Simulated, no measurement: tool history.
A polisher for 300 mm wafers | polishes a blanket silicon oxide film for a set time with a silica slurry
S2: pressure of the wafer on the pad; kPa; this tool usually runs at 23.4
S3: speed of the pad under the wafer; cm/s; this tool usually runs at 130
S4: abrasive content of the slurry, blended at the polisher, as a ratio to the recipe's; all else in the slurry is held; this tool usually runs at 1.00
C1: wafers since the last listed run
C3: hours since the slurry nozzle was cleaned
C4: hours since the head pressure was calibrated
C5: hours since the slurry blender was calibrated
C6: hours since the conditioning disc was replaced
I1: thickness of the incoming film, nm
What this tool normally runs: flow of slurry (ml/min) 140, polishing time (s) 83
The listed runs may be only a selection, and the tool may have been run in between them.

Run 1, hour 0.0: usual settings; C1 0; wafers polished on this pad 1477; C3 608.8; C4 1061.2; C5 19.1; C6 414.3; I1 1165.4. Result: film removed (angstrom) 2463.
At hour 2.0: head pressure recalibrated.
At hour 51.1: conditioning disc replaced and pad reconditioned.
Run 2, hour 59.7: usual settings; C1 512; wafers polished on this pad 1990; C3 668.5; C4 57.7; C5 78.8; C6 8.6; I1 1203.9. Result: film removed (angstrom) 2492.
Run 3, hour 121.3: usual settings; C1 567; wafers polished on this pad 2557; C3 730.1; C4 119.3; C5 140.4; C6 70.2; I1 1192.4. Result: film removed (angstrom) 2483.
Run 4, hour 152.9: usual settings but flow of slurry (ml/min) 165, S2 25.5 kPa, S4 0.85; C1 290; wafers polished on this pad 2848; C3 761.7; C4 150.9; C5 172.0; C6 101.8; I1 1194.7. Result: film removed (angstrom) 2446.
Run 5, hour 209.8: usual settings but S3 116 cm/s, S4 1.25; C1 523; wafers polished on this pad 3371; C3 818.6; C4 207.8; C5 228.9; C6 158.7; I1 1185.9. Result: film removed (angstrom) 2429.
At hour 232.0: slurry nozzle cleaned.
Run 6, hour 277.5: usual settings but S4 1.15; C1 614; wafers polished on this pad 3986; C3 45.5; C4 275.5; C5 296.6; C6 226.4; I1 1175.3. Result: film removed (angstrom) 2538.
Run 7, hour 315.6: usual settings but S2 15.9 kPa, polishing time (s) 66; C1 350; wafers polished on this pad 4336; C3 83.6; C4 313.6; C5 334.7; C6 264.5; I1 1194.8. Result: film removed (angstrom) 1410.
At hour 362.9: worn pad replaced by a new one.
Run 8, hour 386.3: usual settings; C1 614; wafers polished on this pad 215; C3 154.3; C4 384.3; C5 405.4; C6 335.2; I1 1203.4. Result: film removed (angstrom) 2452.
Run 9, hour 455.3: usual settings but flow of slurry (ml/min) 110, S2 28.3 kPa, S3 88 cm/s, S4 0.85; C1 635; wafers polished on this pad 850; C3 223.3; C4 453.3; C5 474.4; C6 404.2; I1 1188.0. Result: film removed (angstrom) 1897.
At hour 477.8: slurry blender recalibrated.
At hour 491.0: conditioning disc replaced and pad reconditioned.
Run 10, hour 494.2: usual settings but S2 29.6 kPa; C1 321; wafers polished on this pad 1172; C3 262.2; C4 492.2; C5 16.4; C6 3.2; I1 1202.2. Result: film removed (angstrom) 2997.
Run 11, hour 526.3: usual settings but flow of slurry (ml/min) 120, S3 158 cm/s, S4 1.15, polishing time (s) 65; C1 295; wafers polished on this pad 1467; C3 294.3; C4 524.3; C5 48.5; C6 35.3; I1 1201.2. Result: film removed (angstrom) 2436.
Run 12, hour 597.0: usual settings but flow of slurry (ml/min) 170, S2 17.2 kPa, S4 0.90, polishing time (s) 66; C1 650; wafers polished on this pad 2118; C3 365.0; C4 595.0; C5 119.2; C6 106.0; I1 1189.9. Result: film removed (angstrom) 1485.
Run 13, hour 632.5: usual settings but flow of slurry (ml/min) 115, S3 108 cm/s, S4 0.85, polishing time (s) 64; C1 326; wafers polished on this pad 2445; C3 400.5; C4 630.5; C5 154.7; C6 141.5; I1 1187.0. Result: film removed (angstrom) 1429.
Run 14, hour 699.2: usual settings but S2 16.5 kPa, polishing time (s) 108; C1 614; wafers polished on this pad 3059; C3 467.2; C4 697.2; C5 221.4; C6 208.2; I1 1177.0. Result: film removed (angstrom) 2457.
Run 15, hour 735.0: usual settings but S2 20.0 kPa; C1 329; wafers polished on this pad 3388; C3 503.0; C4 733.0; C5 257.2; C6 244.0; I1 1187.3. Result: film removed (angstrom) 2088.
Run 16, hour 795.5: usual settings but S4 1.10; C1 556; wafers polished on this pad 3945; C3 563.5; C4 793.5; C5 317.7; C6 304.5; I1 1187.6. Result: film removed (angstrom) 2502.
Run 17, hour 853.3: usual settings but S2 15.9 kPa, S3 158 cm/s, S4 1.20, polishing time (s) 72; C1 532; wafers polished on this pad 4477; C3 621.3; C4 851.3; C5 375.5; C6 362.3; I1 1209.5. Result: film removed (angstrom) 1950.
At hour 912.4: worn pad replaced by a new one.
Run 18, hour 921.3: usual settings but S2 26.9 kPa, S4 1.20; C1 589; wafers polished on this pad 82; C3 689.3; C4 919.3; C5 443.5; C6 430.3; I1 1202.5. Result: film removed (angstrom) 3170.
Run 19, hour 958.9: usual settings but flow of slurry (ml/min) 120, S4 0.75; C1 346; wafers polished on this pad 428; C3 726.9; C4 956.9; C5 481.1; C6 467.9; I1 1192.6. Result: film removed (angstrom) 2110.
Run 20, hour 985.4: usual settings but polishing time (s) 55; C1 243; wafers polished on this pad 672; C3 753.4; C4 983.4; C5 507.6; C6 494.4; I1 1180.6. Result: film removed (angstrom) 1669.
At hour 1034.9: slurry blender recalibrated.
At hour 1047.1: conditioning disc replaced and pad reconditioned.
Run 21, hour 1053.0: usual settings but S2 25.5 kPa, S3 160 cm/s, S4 1.15; C1 585; wafers polished on this pad 1257; C3 821.0; C4 1051.0; C5 18.1; C6 5.9; I1 1210.1. Result: film removed (angstrom) 3346.
At hour 1059.7: slurry nozzle cleaned.
Run 22, hour 1079.7: usual settings; C1 236; wafers polished on this pad 1494; C3 20.0; C4 1077.7; C5 44.8; C6 32.6; I1 1197.5. Result: film removed (angstrom) 2463.
Run 23, hour 1115.1: usual settings but S3 162 cm/s; C1 325; wafers polished on this pad 1820; C3 55.4; C4 1113.1; C5 80.2; C6 68.0; I1 1203.2. Result: film removed (angstrom) 2961.
Run 24, hour 1185.4: usual settings but flow of slurry (ml/min) 160, polishing time (s) 93; C1 647; wafers polished on this pad 2467; C3 125.7; C4 1183.4; C5 150.5; C6 138.3; I1 1201.6. Result: film removed (angstrom) 2764.
At hour 1233.9: head pressure recalibrated.
Run 25, hour 1234.4: usual settings; C1 432; wafers polished on this pad 2900; C3 174.7; C4 0.5; C5 199.5; C6 187.3; I1 1191.6. Result: film removed (angstrom) 2451.
Run 26, hour 1271.5: usual settings but flow of slurry (ml/min) 155, S2 20.0 kPa, S3 108 cm/s; C1 341; wafers polished on this pad 3241; C3 211.8; C4 37.6; C5 236.6; C6 224.4; I1 1186.1. Result: film removed (angstrom) 1866.

Each row is a separate what-if for the run after 26, all from the same tool condition, not one after another. Results?
Run A, hour 1272.0: usual settings but flow of slurry (ml/min) 170; C1 4; wafers polished on this pad 3246; C3 212.3; C4 38.1; C5 237.1; C6 224.9; I1 1198.8. Result: film removed (angstrom) ?.
Run B, hour 1272.0: usual settings but flow of slurry (ml/min) 190, S2 19.3 kPa; C1 4; wafers polished on this pad 3246; C3 212.3; C4 38.1; C5 237.1; C6 224.9; I1 1198.8. Result: film removed (angstrom) ?.
Run C, hour 1272.0: usual settings but S3 92 cm/s, S4 1.15; C1 4; wafers polished on this pad 3246; C3 212.3; C4 38.1; C5 237.1; C6 224.9; I1 1198.8. Result: film removed (angstrom) ?.

run  film removed (angstrom)
  A                     2479
  B                     2149
  C                     1970
Without the tool's hidden state the same runs would have given:
run  film removed (angstrom)
  A                     2602
  B                     2256
  C                     2067
